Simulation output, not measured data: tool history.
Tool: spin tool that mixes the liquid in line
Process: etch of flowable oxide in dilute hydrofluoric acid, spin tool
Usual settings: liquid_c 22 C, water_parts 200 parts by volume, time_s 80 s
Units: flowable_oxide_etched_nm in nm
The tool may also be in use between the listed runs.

run   hour  liquid_c  water_parts  time_s  wafers since the last listed run  hours since the thermometer was replaced  hours since the hydrofluoric acid flow meter was replaced  hours since the gauge calibration  read-back film thickness of the flowable oxide reference wafer, read on the same gauge (nm)  flowable_oxide_etched_nm
  1      0        22          200      50                                 0                                    1016.3                                                      618.8                              403.8                                                                                        40.04                         6
  2   27.4        22          200      80                               274                                    1043.7                                                      646.2                              431.2                                                                                        40.03                       9.7
  3   61.7        22          270      60                               343                                      1078                                                      680.5                              465.5                                                                                        39.99                      5.02
  4   83.4        22          270      60                               217                                    1099.7                                                      702.2                              487.2                                                                                           40                      4.95
  5  102.9      24.5          200      80                               195                                    1119.2                                                      721.7                              506.7                                                                                        39.98                     10.47
  6  115.5      24.5          200      80                               126                                    1131.8                                                      734.3                              519.3                                                                                           40                     10.54
  7    141      24.5          200      80                               255                                    1157.3                                                      759.8                              544.8                                                                                           40                     10.52
  8  166.2        22          200      80                               252                                    1182.5                                                        785                                570                                                                                        39.94                      9.44
  9  193.4        25          200      60                               272                                    1209.7                                                      812.2                              597.2                                                                                        40.02                         8
 10  217.2        22          200      80                               238                                    1233.5                                                        836                                621                                                                                        40.02                      9.56
 11  253.6      24.5          120      80                               364                                    1269.9                                                      872.4                              657.4                                                                                        40.02                     19.37
 12  268.5      24.5          120      80                               149                                    1284.8                                                      887.3                              672.3                                                                                        40.01                     18.97
 13  287.4        22          200     115                               189                                    1303.7                                                      906.2                              691.2                                                                                        39.98                     13.75
 14  306.3        22          200     125                               189                                    1322.6                                                      925.1                              710.1                                                                                        39.97                     14.61
 15  339.9        22          240      80                               336                                    1356.2                                                      958.7                              743.7                                                                                           40                       7.6
     348.8  -- gauge calibrated
 16  367.7        22          200      50                               278                                      1384                                                      986.5                               18.9                                                                                        40.02                      5.92
 17  392.6        20          150      80                               249                                    1408.9                                                     1011.4                               43.8                                                                                        39.98                     12.37
 18  408.8        22          200      80                               162                                    1425.1                                                     1027.6                                 60                                                                                        40.03                      9.44
 19  424.3        20          300     115                               155                                    1440.6                                                     1043.1                               75.5                                                                                        39.97                      7.62
 20    445        20          265     110                               207                                    1461.3                                                     1063.8                               96.2                                                                                        40.01                       8.5
 21    471        22          240      80                               260                                    1487.3                                                     1089.8                              122.2                                                                                        40.01                      7.61
 22  485.6        22          245      80                               146                                    1501.9                                                     1104.4                              136.8                                                                                        40.06                      7.38
 23  518.4        22          105      80                               328                                    1534.7                                                     1137.2                              169.6                                                                                           40                     20.01
     520.2  -- hydrofluoric acid flow meter replaced
 24  533.1        19          230     100                               137                                    1549.4                                                       12.9                              184.3                                                                                        39.99                      9.19
 25  560.3        22          200      80                               272                                    1576.6                                                       40.1                              211.5                                                                                        40.01                      9.69
 26  583.3        18          160      40                               230                                    1599.6                                                       63.1                              234.5                                                                                        40.02                      5.43
     655.2  -- thermometer replaced
 27  662.5      23.5          230      35                               783                                       7.3                                                      142.3                              313.7                                                                                           40                      3.86
 28  684.5        22          200      80                               220                                      29.3                                                      164.3                              335.7                                                                                        40.02                      9.92
 29  709.8        22          200      80                               253                                      54.6                                                      189.6                                361                                                                                           40                      9.86
 30  737.1      26.5          200      80                               273                                      81.9                                                      216.9                              388.3                                                                                        40.01                     11.41
 31  756.9        22          110      80                               198                                     101.7                                                      236.7                              408.1                                                                                        39.98                     19.67
 32  782.6      19.5          230     120                               257                                     127.4                                                      262.4                              433.8                                                                                        39.98                     11.19
 33  815.7      24.5          275     110                               331                                     160.5                                                      295.5                              466.9                                                                                        39.98                      9.76
 34  842.9        22          200      80                               272                                     187.7                                                      322.7                              494.1                                                                                        39.98                      9.75
 35  876.6        22          200      80                               337                                     221.4                                                      356.4                              527.8                                                                                        39.99                      9.71

3 ways to go on from here, each from the tool as it stands after run 35. What would each give?
  A   877        22          200      60                                 4                                     221.8                                                      356.8                              528.2                                                                                            ?                         ?
  B   877        26          200      80                                 4                                     221.8                                                      356.8                              528.2                                                                                            ?                         ?
  C   877      19.5          200      80                                 4                                     221.8                                                      356.8                              528.2                                                                                            ?                         ?

run  read-back film thickness of the flowable oxide reference wafer, read on the same gauge (nm)  flowable_oxide_etched_nm
  A                                                                                        40.05                      7.34
  B                                                                                        40.05                     11.34
  C                                                                                        40.05                      8.89
Without the tool's hidden state the same runs would have given:
run  flowable_oxide_etched_nm
  A                      7.43
  B                     11.49
  C                         9
